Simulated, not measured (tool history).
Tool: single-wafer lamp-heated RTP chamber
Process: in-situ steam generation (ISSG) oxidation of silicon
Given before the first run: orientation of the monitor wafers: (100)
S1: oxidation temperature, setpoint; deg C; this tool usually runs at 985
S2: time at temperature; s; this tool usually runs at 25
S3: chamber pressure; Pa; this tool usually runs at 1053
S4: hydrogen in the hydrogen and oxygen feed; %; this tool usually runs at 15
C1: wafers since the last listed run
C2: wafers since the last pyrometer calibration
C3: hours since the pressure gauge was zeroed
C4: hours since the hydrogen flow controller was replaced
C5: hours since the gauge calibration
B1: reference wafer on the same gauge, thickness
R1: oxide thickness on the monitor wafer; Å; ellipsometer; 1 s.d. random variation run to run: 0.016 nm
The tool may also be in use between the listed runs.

run	day	S1	S2	S3	S4	C1	C2	C3	C4	C5	B1	R1
1	0.000	985	25	1053	18	0	1594	3294.3	2782.7	634.1	4.876	52.35
2	2.671	985	25	1053	18	794	2389	3358.4	2846.8	698.2	4.885	52.92
3	4.642	985	25	1053	18	586	2975	3405.7	2894.1	745.5	4.879	53.10
# day 8.467: pyrometer window cleaned and pyrometer calibrated
4	8.775	985	25	1053	11	1130	91	3504.9	2993.3	844.7	4.879	47.40
5	11.592	985	25	1053	11	837	928	3572.5	3060.9	912.3	4.882	47.29
6	14.046	985	25	1133	15	729	1658	3631.4	3119.8	971.2	4.881	50.59
7	17.750	985	25	1133	15	1101	2760	3720.3	3208.7	1060.1	4.883	50.65
8	20.071	985	25	1133	15	690	3450	3776.0	3264.4	1115.8	4.879	51.03
9	22.946	985	25	1053	15	855	4306	3845.0	3333.4	1184.8	4.880	51.30
# day 24.112: pressure gauge zeroed
# day 24.225: pyrometer window cleaned and pyrometer calibrated
10	25.738	985	25	1053	15	698	450	39.0	3400.4	1251.8	4.877	50.44
11	27.592	975	25	1053	15	551	1001	83.5	3444.9	1296.3	4.881	48.67
12	30.396	975	25	1053	15	834	1835	150.8	3512.2	1363.6	4.881	48.71
13	34.062	985	22	920	22	1090	2926	238.8	3600.2	1451.6	4.878	52.06
# day 36.354: gauge calibrated
# day 39.638: hydrogen flow controller replaced
# day 40.779: pyrometer window cleaned and pyrometer calibrated
14	41.375	967	25	1240	11	1976	176	414.3	41.7	120.5	4.877	44.09
15	43.542	985	25	1173	15	644	821	466.3	93.7	172.5	4.883	50.38
16	47.246	971	30	1173	11	1101	1922	555.2	182.6	261.4	4.879	49.20
17	50.975	985	25	1133	15	1109	3032	644.7	272.1	350.9	4.882	50.76
# day 54.817: pyrometer window cleaned and pyrometer calibrated
18	54.838	985	25	1240	15	1049	6	737.4	364.8	443.6	4.878	50.30

Run 19 has not been measured yet. What should we expect?
19	58.454	985	25	1053	15	1075	1082	824.2	451.6	530.4	?	?

B1: 4.876
R1: 50.67 Å
The same run, on a tool lacking any hidden state, would have yielded R1 50.24 Å.
